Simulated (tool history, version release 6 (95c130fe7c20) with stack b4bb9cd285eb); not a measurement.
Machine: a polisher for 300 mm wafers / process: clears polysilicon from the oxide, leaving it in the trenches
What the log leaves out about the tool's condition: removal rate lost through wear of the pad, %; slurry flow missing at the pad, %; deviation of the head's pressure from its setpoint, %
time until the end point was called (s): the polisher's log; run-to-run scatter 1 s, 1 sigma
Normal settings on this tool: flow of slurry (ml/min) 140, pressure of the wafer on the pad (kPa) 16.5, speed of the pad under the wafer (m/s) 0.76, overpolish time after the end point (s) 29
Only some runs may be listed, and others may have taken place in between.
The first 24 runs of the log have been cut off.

| run | day | flow of slurry (ml/min) | pressure of the wafer on the pad (kPa) | speed of the pad under the wafer (m/s) | overpolish time after the end point (s) | wafers since the last listed run | wafers polished on this pad | hours since the slurry nozzle was cleaned | hours since the head pressure was calibrated | incoming thickness of the incoming film, nm | time until the end point was called (s) |
|---|---|---|---|---|---|---|---|---|---|---|---|
| 25 | 24.304 | 180 | 16.5 | 0.76 | 29 | 196 | 433 | 815.6 | 56.4 | 775.6 | 63.2 |
|  | 24.504 | slurry nozzle cleaned |
| 26 | 24.971 | 155 | 16.5 | 0.68 | 29 | 102 | 536 | 11.2 | 72.4 | 776.3 | 74.9 |
| 27 | 26.262 | 140 | 16.5 | 0.76 | 29 | 211 | 748 | 42.2 | 103.4 | 762.4 | 65 |
| 28 | 27.338 | 175 | 16.5 | 0.76 | 23 | 176 | 924 | 68 | 129.2 | 769 | 64 |
| 29 | 28.217 | 120 | 16.5 | 0.76 | 18 | 144 | 1068 | 89.1 | 150.3 | 756.8 | 67.3 |
| 30 | 29.504 | 160 | 19.3 | 0.76 | 29 | 211 | 1279 | 120 | 181.2 | 766.3 | 56.5 |
| 31 | 30.517 | 140 | 16.5 | 0.76 | 42 | 166 | 1445 | 144.3 | 205.5 | 768.3 | 64.9 |
| 32 | 31.762 | 160 | 16.5 | 0.76 | 29 | 204 | 1650 | 174.2 | 235.4 | 770.8 | 63.5 |
|  | 32.371 | worn pad replaced by a new one |
| 33 | 32.562 | 185 | 20.7 | 0.76 | 29 | 103 | 31 | 193.4 | 254.6 | 768.6 | 49.8 |
| 34 | 33.942 | 95 | 16.5 | 1 | 38 | 226 | 257 | 226.5 | 287.7 | 770 | 56.3 |
| 35 | 35.392 | 110 | 16.5 | 0.9 | 29 | 237 | 495 | 261.3 | 322.5 | 775.2 | 60.9 |

4 ways to go on from here, each from the tool as it stands after run 35. What would each give?
| A | 35.412 | 140 | 16.5 | 0.76 | 45 | 3 | 498 | 261.8 | 323 | 772.3 | ? |
| B | 35.412 | 140 | 14.5 | 0.66 | 29 | 3 | 498 | 261.8 | 323 | 772.3 | ? |
| C | 35.412 | 170 | 13.8 | 0.68 | 34 | 3 | 498 | 261.8 | 323 | 772.3 | ? |
| D | 35.412 | 140 | 13.1 | 0.64 | 29 | 3 | 498 | 261.8 | 323 | 772.3 | ? |

| run | time until the end point was called (s) |
|---|---|
| A | 66.1 |
| B | 87 |
| C | 85.6 |
| D | 99.2 |
With the hidden condition removed and each run's random variation left untouched, the same runs would have given:
| run | time until the end point was called (s) |
|---|---|
| A | 66.1 |
| B | 87 |
| C | 85.6 |
| D | 99.2 |
